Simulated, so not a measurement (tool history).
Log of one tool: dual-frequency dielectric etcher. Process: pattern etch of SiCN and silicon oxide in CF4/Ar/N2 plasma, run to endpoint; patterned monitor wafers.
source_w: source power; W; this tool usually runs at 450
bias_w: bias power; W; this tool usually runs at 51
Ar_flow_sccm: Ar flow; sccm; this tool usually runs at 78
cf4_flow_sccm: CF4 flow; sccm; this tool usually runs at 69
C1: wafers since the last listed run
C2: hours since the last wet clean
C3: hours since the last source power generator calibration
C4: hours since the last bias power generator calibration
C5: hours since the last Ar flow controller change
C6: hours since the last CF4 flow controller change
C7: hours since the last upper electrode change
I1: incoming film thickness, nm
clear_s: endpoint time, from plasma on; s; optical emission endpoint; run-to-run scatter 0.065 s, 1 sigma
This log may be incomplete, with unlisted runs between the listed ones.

Run 1, hour 0.0: usual settings; C1 0; C2 185.3; C3 3454.6; C4 2990.4; C5 2277.0; C6 5530.2; C7 1846.1; I1 10.34. Result: clear_s 11.7 s.
Run 2, hour 67.6: usual settings but source_w 480 W; C1 1333; C2 252.9; C3 3522.2; C4 3058.0; C5 2344.6; C6 5597.8; C7 1913.7; I1 10.35. Result: clear_s 11.0 s.
Run 3, hour 126.4: usual settings but source_w 480 W; C1 1160; C2 311.7; C3 3581.0; C4 3116.8; C5 2403.4; C6 5656.6; C7 1972.5; I1 10.37. Result: clear_s 10.9 s.
Run 4, hour 170.0: usual settings; C1 860; C2 355.3; C3 3624.6; C4 3160.4; C5 2447.0; C6 5700.2; C7 2016.1; I1 10.44. Result: clear_s 11.4 s.
Run 5, hour 199.9: usual settings but source_w 500 W; C1 589; C2 385.2; C3 3654.5; C4 3190.3; C5 2476.9; C6 5730.1; C7 2046.0; I1 10.22. Result: clear_s 10.5 s.
At hour 236.0: wet clean of the chamber.
Run 6, hour 254.0: usual settings; C1 593; C2 18.0; C3 3708.6; C4 3244.4; C5 2531.0; C6 5784.2; C7 2100.1; I1 10.26. Result: clear_s 12.0 s.
Run 7, hour 303.4: usual settings; C1 974; C2 67.4; C3 3758.0; C4 3293.8; C5 2580.4; C6 5833.6; C7 2149.5; I1 10.34. Result: clear_s 11.9 s.
Run 8, hour 342.0: usual settings; C1 761; C2 106.0; C3 3796.6; C4 3332.4; C5 2619.0; C6 5872.2; C7 2188.1; I1 10.35. Result: clear_s 11.7 s.
At hour 403.0: source power generator calibrated.
Run 9, hour 403.5: usual settings; C1 1134; C2 167.5; C3 0.5; C4 3393.9; C5 2680.5; C6 5933.7; C7 2249.6; I1 10.39. Result: clear_s 11.8 s.
At hour 415.1: bias power generator calibrated.
Run 10, hour 433.3: usual settings but bias_w 61 W, Ar_flow_sccm 72 sccm; C1 509; C2 197.3; C3 30.3; C4 18.2; C5 2710.3; C6 5963.5; C7 2279.4; I1 10.39. Result: clear_s 11.1 s.
Run 11, hour 479.4: usual settings but bias_w 61 W, Ar_flow_sccm 72 sccm; C1 909; C2 243.4; C3 76.4; C4 64.3; C5 2756.4; C6 6009.6; C7 2325.5; I1 10.35. Result: clear_s 11.0 s.
Run 12, hour 518.6: usual settings; C1 773; C2 282.6; C3 115.6; C4 103.5; C5 2795.6; C6 6048.8; C7 2364.7; I1 10.31. Result: clear_s 11.6 s.
At hour 550.4: Ar flow controller replaced.
Run 13, hour 559.0: usual settings but source_w 530 W, Ar_flow_sccm 65 sccm; C1 678; C2 323.0; C3 156.0; C4 143.9; C5 8.6; C6 6089.2; C7 2405.1; I1 10.36. Result: clear_s 10.1 s.
At hour 605.4: CF4 flow controller replaced.
At hour 630.8: upper electrode replaced, of another model than before.
At hour 652.4: wet clean of the chamber.
Run 14, hour 652.9: usual settings; C1 834; C2 0.5; C3 249.9; C4 237.8; C5 102.5; C6 47.5; C7 22.1; I1 10.25. Result: clear_s 11.8 s.
Run 15, hour 658.2: usual settings but source_w 380 W, Ar_flow_sccm 84 sccm; C1 104; C2 5.8; C3 255.2; C4 243.1; C5 107.8; C6 52.8; C7 27.4; I1 10.37. Result: clear_s 12.9 s.
Run 16, hour 695.0: usual settings but bias_w 39 W; C1 726; C2 42.6; C3 292.0; C4 279.9; C5 144.6; C6 89.6; C7 64.2; I1 10.29. Result: clear_s 13.1 s.
Run 17, hour 755.7: usual settings but cf4_flow_sccm 78 sccm; C1 1197; C2 103.3; C3 352.7; C4 340.6; C5 205.3; C6 150.3; C7 124.9; I1 10.28. Result: clear_s 11.7 s.
Run 18, hour 779.8: usual settings; C1 475; C2 127.4; C3 376.8; C4 364.7; C5 229.4; C6 174.4; C7 149.0; I1 10.32. Result: clear_s 11.7 s.
Run 19, hour 844.5: usual settings but source_w 360 W, bias_w 63 W; C1 1276; C2 192.1; C3 441.5; C4 429.4; C5 294.1; C6 239.1; C7 213.7; I1 10.18. Result: clear_s 11.5 s.
Run 20, hour 906.2: usual settings but source_w 550 W, bias_w 57 W, Ar_flow_sccm 70 sccm, cf4_flow_sccm 82 sccm; C1 1217; C2 253.8; C3 503.2; C4 491.1; C5 355.8; C6 300.8; C7 275.4; I1 10.37. Result: clear_s 10.1 s.
Run 21, hour 968.0: usual settings but Ar_flow_sccm 89 sccm; C1 1219; C2 315.6; C3 565.0; C4 552.9; C5 417.6; C6 362.6; C7 337.2; I1 10.40. Result: clear_s 11.8 s.
Run 22, hour 1027.4: usual settings but source_w 560 W, bias_w 44 W, Ar_flow_sccm 87 sccm, cf4_flow_sccm 55 sccm; C1 1172; C2 375.0; C3 624.4; C4 612.3; C5 477.0; C6 422.0; C7 396.6; I1 10.27. Result: clear_s 11.5 s.
At hour 1062.7: wet clean of the chamber.
Run 23, hour 1094.3: usual settings but bias_w 47 W, Ar_flow_sccm 61 sccm; C1 846; C2 31.6; C3 691.3; C4 679.2; C5 543.9; C6 488.9; C7 463.5; I1 10.29. Result: clear_s 11.6 s.
Run 24, hour 1188.5: usual settings but Ar_flow_sccm 89 sccm; C1 1858; C2 125.8; C3 785.5; C4 773.4; C5 638.1; C6 583.1; C7 557.7; I1 10.27. Result: clear_s 11.9 s.

The logged runs with the hidden state left out (each run's random variation unchanged):
What the log doesn't record here: etch rate over this chamber's usual, %; source power that arrives over what is set, %; bias power that arrives over what is set, %; Ar flow that arrives over what is set, %; CF4 flow that arrives over what is set, %.
run  clear_s
  1     12.0
  2     11.4
  3     11.4
  4     12.0
  5     11.1
  6     12.0
  7     12.0
  8     11.9
  9     12.1
 10     11.4
 11     11.4
 12     12.0
 13     10.5
 14     11.8
 15     12.9
 16     13.1
 17     11.8
 18     11.8
 19     11.7
 20     10.4
 21     12.2
 22     12.0
 23     11.8
 24     12.2
